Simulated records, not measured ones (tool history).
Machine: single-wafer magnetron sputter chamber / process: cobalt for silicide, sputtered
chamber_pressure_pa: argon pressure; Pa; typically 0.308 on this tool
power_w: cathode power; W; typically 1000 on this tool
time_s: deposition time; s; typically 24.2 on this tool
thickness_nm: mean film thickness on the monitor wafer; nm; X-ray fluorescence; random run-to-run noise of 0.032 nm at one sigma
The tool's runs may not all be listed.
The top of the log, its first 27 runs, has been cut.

| run | hour | chamber_pressure_pa | power_w | time_s | read-back reference wafer on the same gauge, thickness_nm | thickness_nm |
|---|---|---|---|---|---|---|
| 28 | 1653.5 | 0.308 | 750 | 22.5 | 12.498 | 8.935 |
| 29 | 1707.1 | 0.236 | 800 | 21.7 | 12.497 | 9.319 |
| 30 | 1733.7 | 0.422 | 1100 | 25.9 | 12.497 | 14.181 |
| 31 | 1764.3 | 0.308 | 1000 | 24.2 | 12.500 | 12.429 |
| 32 | 1805.5 | 0.308 | 1000 | 24.2 | 12.498 | 12.478 |
| 33 | 1863.0 | 0.308 | 1000 | 28.3 | 12.501 | 14.541 |
|  | 1885.1 | sputter target and shields replaced |
| 34 | 1916.3 | 0.308 | 1000 | 26.5 | 12.501 | 13.621 |
| 35 | 1966.3 | 0.308 | 1000 | 24.2 | 12.500 | 12.499 |

Run 36 comes next. What will it give?
| 36 | 2017.0 | 0.385 | 1250 | 22.1 | ? | ? |

read-back reference wafer on the same gauge, thickness_nm: 12.502
thickness_nm: 13.717 nm
Take away the tool's hidden state, keep the run-to-run variation as it was, and the same run would have given thickness_nm 13.717 nm.
